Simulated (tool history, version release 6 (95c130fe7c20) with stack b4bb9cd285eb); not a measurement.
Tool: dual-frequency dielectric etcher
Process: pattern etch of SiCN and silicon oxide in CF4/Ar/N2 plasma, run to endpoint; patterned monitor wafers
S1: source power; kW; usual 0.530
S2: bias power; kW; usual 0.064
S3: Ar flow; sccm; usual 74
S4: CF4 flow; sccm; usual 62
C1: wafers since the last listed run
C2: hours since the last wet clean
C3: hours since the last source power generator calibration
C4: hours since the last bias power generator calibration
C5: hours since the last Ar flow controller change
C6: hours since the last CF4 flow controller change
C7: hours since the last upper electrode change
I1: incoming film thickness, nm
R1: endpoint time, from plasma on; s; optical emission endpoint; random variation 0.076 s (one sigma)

{"run": 1, "hour": 0.0, "S1": 0.63, "S2": 0.064, "S3": 83, "S4": 62, "C1": 0, "C2": 246.1, "C3": 3285.2, "C4": 2792.1, "C5": 429.9, "C6": 4742.9, "C7": 284.4, "I1": 14.67, "R1": 12.3}
{"hour": 58.7, "done": "source power generator calibrated"}
{"run": 2, "hour": 96.2, "S1": 0.63, "S2": 0.064, "S3": 83, "S4": 62, "C1": 1224, "C2": 342.3, "C3": 37.5, "C4": 2888.3, "C5": 526.1, "C6": 4839.1, "C7": 380.6, "I1": 14.66, "R1": 12.3}
{"run": 3, "hour": 141.6, "S1": 0.53, "S2": 0.064, "S3": 74, "S4": 62, "C1": 603, "C2": 387.7, "C3": 82.9, "C4": 2933.7, "C5": 571.5, "C6": 4884.5, "C7": 426.0, "I1": 14.64, "R1": 14.2}
{"run": 4, "hour": 214.4, "S1": 0.53, "S2": 0.064, "S3": 74, "S4": 57, "C1": 967, "C2": 460.5, "C3": 155.7, "C4": 3006.5, "C5": 644.3, "C6": 4957.3, "C7": 498.8, "I1": 14.79, "R1": 14.6}
{"run": 5, "hour": 254.5, "S1": 0.53, "S2": 0.064, "S3": 74, "S4": 75, "C1": 532, "C2": 500.6, "C3": 195.8, "C4": 3046.6, "C5": 684.4, "C6": 4997.4, "C7": 538.9, "I1": 14.69, "R1": 14.0}
{"hour": 296.3, "done": "bias power generator calibrated"}
{"run": 6, "hour": 336.9, "S1": 0.53, "S2": 0.064, "S3": 74, "S4": 62, "C1": 1041, "C2": 583.0, "C3": 278.2, "C4": 40.6, "C5": 766.8, "C6": 5079.8, "C7": 621.3, "I1": 14.7, "R1": 14.5}
{"hour": 385.3, "done": "wet clean of the chamber"}
{"hour": 389.2, "done": "CF4 flow controller replaced"}
{"run": 7, "hour": 389.7, "S1": 0.53, "S2": 0.064, "S3": 74, "S4": 62, "C1": 330, "C2": 4.4, "C3": 331.0, "C4": 93.4, "C5": 819.6, "C6": 0.5, "C7": 674.1, "I1": 14.77, "R1": 14.1}
{"run": 8, "hour": 443.5, "S1": 0.57, "S2": 0.064, "S3": 87, "S4": 62, "C1": 714, "C2": 58.2, "C3": 384.8, "C4": 147.2, "C5": 873.4, "C6": 54.3, "C7": 727.9, "I1": 14.71, "R1": 13.7}
{"run": 9, "hour": 502.0, "S1": 0.53, "S2": 0.064, "S3": 74, "S4": 55, "C1": 777, "C2": 116.7, "C3": 443.3, "C4": 205.7, "C5": 931.9, "C6": 112.8, "C7": 786.4, "I1": 14.74, "R1": 14.3}
{"run": 10, "hour": 591.0, "S1": 0.65, "S2": 0.072, "S3": 56, "S4": 74, "C1": 1182, "C2": 205.7, "C3": 532.3, "C4": 294.7, "C5": 1020.9, "C6": 201.8, "C7": 875.4, "I1": 14.67, "R1": 10.3}
{"run": 11, "hour": 651.0, "S1": 0.49, "S2": 0.064, "S3": 74, "S4": 62, "C1": 797, "C2": 265.7, "C3": 592.3, "C4": 354.7, "C5": 1080.9, "C6": 261.8, "C7": 935.4, "I1": 14.68, "R1": 15.3}
{"run": 12, "hour": 692.5, "S1": 0.53, "S2": 0.064, "S3": 74, "S4": 62, "C1": 551, "C2": 307.2, "C3": 633.8, "C4": 396.2, "C5": 1122.4, "C6": 303.3, "C7": 976.9, "I1": 14.69, "R1": 14.3}
{"run": 13, "hour": 796.4, "S1": 0.53, "S2": 0.071, "S3": 60, "S4": 54, "C1": 1380, "C2": 411.1, "C3": 737.7, "C4": 500.1, "C5": 1226.3, "C6": 407.2, "C7": 1080.8, "I1": 14.58, "R1": 13.5}
{"run": 14, "hour": 867.3, "S1": 0.53, "S2": 0.064, "S3": 74, "S4": 62, "C1": 941, "C2": 482.0, "C3": 808.6, "C4": 571.0, "C5": 1297.2, "C6": 478.1, "C7": 1151.7, "I1": 14.7, "R1": 14.4}
{"hour": 921.0, "done": "wet clean of the chamber"}
{"run": 15, "hour": 934.4, "S1": 0.53, "S2": 0.048, "S3": 74, "S4": 77, "C1": 572, "C2": 13.4, "C3": 875.7, "C4": 638.1, "C5": 1364.3, "C6": 545.2, "C7": 1218.8, "I1": 14.72, "R1": 14.1}
{"run": 16, "hour": 979.5, "S1": 0.64, "S2": 0.064, "S3": 60, "S4": 62, "C1": 599, "C2": 58.5, "C3": 920.8, "C4": 683.2, "C5": 1409.4, "C6": 590.3, "C7": 1263.9, "I1": 14.76, "R1": 11.2}
{"run": 17, "hour": 1069.9, "S1": 0.53, "S2": 0.07, "S3": 74, "S4": 62, "C1": 1200, "C2": 148.9, "C3": 1011.2, "C4": 773.6, "C5": 1499.8, "C6": 680.7, "C7": 1354.3, "I1": 14.76, "R1": 14.0}
{"run": 18, "hour": 1122.3, "S1": 0.53, "S2": 0.064, "S3": 83, "S4": 62, "C1": 696, "C2": 201.3, "C3": 1063.6, "C4": 826.0, "C5": 1552.2, "C6": 733.1, "C7": 1406.7, "I1": 14.74, "R1": 14.5}
{"run": 19, "hour": 1178.7, "S1": 0.53, "S2": 0.064, "S3": 74, "S4": 62, "C1": 749, "C2": 257.7, "C3": 1120.0, "C4": 882.4, "C5": 1608.6, "C6": 789.5, "C7": 1463.1, "I1": 14.8, "R1": 14.2}
{"run": 20, "hour": 1273.0, "S1": 0.53, "S2": 0.078, "S3": 90, "S4": 62, "C1": 1252, "C2": 352.0, "C3": 1214.3, "C4": 976.7, "C5": 1702.9, "C6": 883.8, "C7": 1557.4, "I1": 14.69, "R1": 14.4}
{"run": 21, "hour": 1380.8, "S1": 0.53, "S2": 0.055, "S3": 62, "S4": 62, "C1": 1432, "C2": 459.8, "C3": 1322.1, "C4": 1084.5, "C5": 1810.7, "C6": 991.6, "C7": 1665.2, "I1": 14.79, "R1": 14.2}
{"run": 22, "hour": 1438.7, "S1": 0.53, "S2": 0.057, "S3": 74, "S4": 62, "C1": 769, "C2": 517.7, "C3": 1380.0, "C4": 1142.4, "C5": 1868.6, "C6": 1049.5, "C7": 1723.1, "I1": 14.91, "R1": 14.8}
{"run": 23, "hour": 1543.3, "S1": 0.53, "S2": 0.064, "S3": 79, "S4": 76, "C1": 1389, "C2": 622.3, "C3": 1484.6, "C4": 1247.0, "C5": 1973.2, "C6": 1154.1, "C7": 1827.7, "I1": 14.6, "R1": 14.1}
{"hour": 1629.7, "done": "wet clean of the chamber"}
{"run": 24, "hour": 1630.2, "S1": 0.53, "S2": 0.064, "S3": 80, "S4": 62, "C1": 835, "C2": 0.5, "C3": 1571.5, "C4": 1333.9, "C5": 2060.1, "C6": 1241.0, "C7": 1914.6, "I1": 14.66, "R1": 14.2}
{"run": 25, "hour": 1685.0, "S1": 0.53, "S2": 0.064, "S3": 69, "S4": 62, "C1": 727, "C2": 55.3, "C3": 1626.3, "C4": 1388.7, "C5": 2114.9, "C6": 1295.8, "C7": 1969.4, "I1": 14.62, "R1": 13.6}

3 ways to go on from here, each from the tool as it stands after run 25. What would each give?
{"run": "A", "hour": 1685.4, "S1": 0.53, "S2": 0.064, "S3": 74, "S4": 62, "C1": 5, "C2": 55.7, "C3": 1626.7, "C4": 1389.1, "C5": 2115.3, "C6": 1296.2, "C7": 1969.8, "I1": 14.66, "R1": "?"}
{"run": "B", "hour": 1685.4, "S1": 0.53, "S2": 0.064, "S3": 74, "S4": 76, "C1": 5, "C2": 55.7, "C3": 1626.7, "C4": 1389.1, "C5": 2115.3, "C6": 1296.2, "C7": 1969.8, "I1": 14.66, "R1": "?"}
{"run": "C", "hour": 1685.4, "S1": 0.53, "S2": 0.052, "S3": 68, "S4": 62, "C1": 5, "C2": 55.7, "C3": 1626.7, "C4": 1389.1, "C5": 2115.3, "C6": 1296.2, "C7": 1969.8, "I1": 14.66, "R1": "?"}

run=A R1=14.0
run=B R1=13.6
run=C R1=14.2
Without the tool's hidden state the same runs would have given:
run=A R1=13.9
run=B R1=13.6
run=C R1=14.2
